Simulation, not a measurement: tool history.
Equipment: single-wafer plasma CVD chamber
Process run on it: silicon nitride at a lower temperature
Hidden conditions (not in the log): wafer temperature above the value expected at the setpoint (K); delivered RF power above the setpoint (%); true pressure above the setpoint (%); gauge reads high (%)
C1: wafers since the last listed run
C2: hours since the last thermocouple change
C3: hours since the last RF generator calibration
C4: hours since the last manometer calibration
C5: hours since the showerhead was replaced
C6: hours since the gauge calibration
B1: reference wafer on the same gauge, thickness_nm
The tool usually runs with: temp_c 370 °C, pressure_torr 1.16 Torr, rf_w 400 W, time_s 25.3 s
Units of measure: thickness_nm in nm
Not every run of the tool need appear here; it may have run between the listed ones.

Run 1, day 0: usual settings; C1 0; C2 1598.3; C3 1400.7; C4 1221.8; C5 2061.2; C6 304.6; B1 36.779. Result: thickness_nm 31.889 nm.
Run 2, day 2: usual settings; C1 1625; C2 1646.3; C3 1448.7; C4 1269.8; C5 2109.2; C6 352.6; B1 36.693. Result: thickness_nm 31.941 nm.
Run 3, day 3.042: usual settings; C1 846; C2 1671.3; C3 1473.7; C4 1294.8; C5 2134.2; C6 377.6; B1 36.618. Result: thickness_nm 31.842 nm.
Run 4, day 5.396: usual settings; C1 1913; C2 1727.8; C3 1530.2; C4 1351.3; C5 2190.7; C6 434.1; B1 36.72. Result: thickness_nm 32.095 nm.
Run 5, day 7.762: usual settings but temp_c 366 °C, time_s 27.3 s; C1 1923; C2 1784.6; C3 1587; C4 1408.1; C5 2247.5; C6 490.9; B1 36.609. Result: thickness_nm 34.292 nm.
Run 6, day 9.671: usual settings but temp_c 363 °C, rf_w 415 W; C1 1551; C2 1830.4; C3 1632.8; C4 1453.9; C5 2293.3; C6 536.7; B1 36.572. Result: thickness_nm 32.938 nm.
At day 11.546: gauge calibrated.
Run 7, day 11.988: usual settings but temp_c 363 °C, rf_w 415 W; C1 1882; C2 1886; C3 1688.4; C4 1509.5; C5 2348.9; C6 10.6; B1 37.444. Result: thickness_nm 33.337 nm.
At day 13.075: RF generator calibrated.
Run 8, day 14.458: usual settings but rf_w 340 W; C1 1737; C2 1945.3; C3 33.2; C4 1568.8; C5 2408.2; C6 69.9; B1 37.162. Result: thickness_nm 28.702 nm.
At day 16.192: capacitance manometer re-zeroed and calibrated.
Run 9, day 17.279: usual settings but temp_c 363 °C, rf_w 415 W; C1 2021; C2 2013; C3 100.9; C4 26.1; C5 2475.9; C6 137.6; B1 36.974. Result: thickness_nm 33.042 nm.
Run 10, day 18.946: usual settings but temp_c 384 °C; C1 1354; C2 2053; C3 140.9; C4 66.1; C5 2515.9; C6 177.6; B1 36.874. Result: thickness_nm 31.894 nm.
At day 19.292: thermocouple changed; heater temperature recalibrated.
Run 11, day 20.721: usual settings but time_s 22.2 s; C1 1171; C2 34.3; C3 183.5; C4 108.7; C5 2558.5; C6 220.2; B1 36.855. Result: thickness_nm 28.096 nm.
Run 12, day 22.025: usual settings but pressure_torr 0.97 Torr, rf_w 470 W; C1 1059; C2 65.6; C3 214.8; C4 140; C5 2589.8; C6 251.5; B1 36.888. Result: thickness_nm 34.024 nm.
At day 22.788: showerhead replaced.
Run 13, day 25.008: usual settings but pressure_torr 1.26 Torr, time_s 21.9 s; C1 2153; C2 137.2; C3 286.4; C4 211.6; C5 53.3; C6 323.1; B1 36.745. Result: thickness_nm 28.331 nm.
Run 14, day 29.75: usual settings but temp_c 379 °C, time_s 28.8 s; C1 3853; C2 251; C3 400.2; C4 325.4; C5 167.1; C6 436.9; B1 36.629. Result: thickness_nm 36.086 nm.

Hidden condition of the tool, last listed run before each entry between runs versus first listed run after:
Run 6 -> run 7: gauge calibrated (day 11.546)
  gauge reads high (%): -2.67 -> -0.433
  what was measured, less what the result would be without the hidden state, thickness_nm: -0.902 -> -0.145 nm
Run 7 -> run 8: RF generator calibrated (day 13.075)
  gauge reads high (%): -0.433 -> -1.05
  what was measured, less what the result would be without the hidden state, thickness_nm: -0.145 -> -0.304 nm
Run 8 -> run 9: capacitance manometer re-zeroed and calibrated (day 16.192)
  gauge reads high (%): -1.05 -> -1.56
  what was measured, less what the result would be without the hidden state, thickness_nm: -0.304 -> -0.523 nm
Run 10 -> run 11: thermocouple changed; heater temperature recalibrated (day 19.292)
  gauge reads high (%): -1.79 -> -1.99
  what was measured, less what the result would be without the hidden state, thickness_nm: -0.581 -> -0.57 nm
Run 12 -> run 13: showerhead replaced (day 22.788)
  gauge reads high (%): -2.11 -> -2.33
  what was measured, less what the result would be without the hidden state, thickness_nm: -0.733 -> -0.674 nm
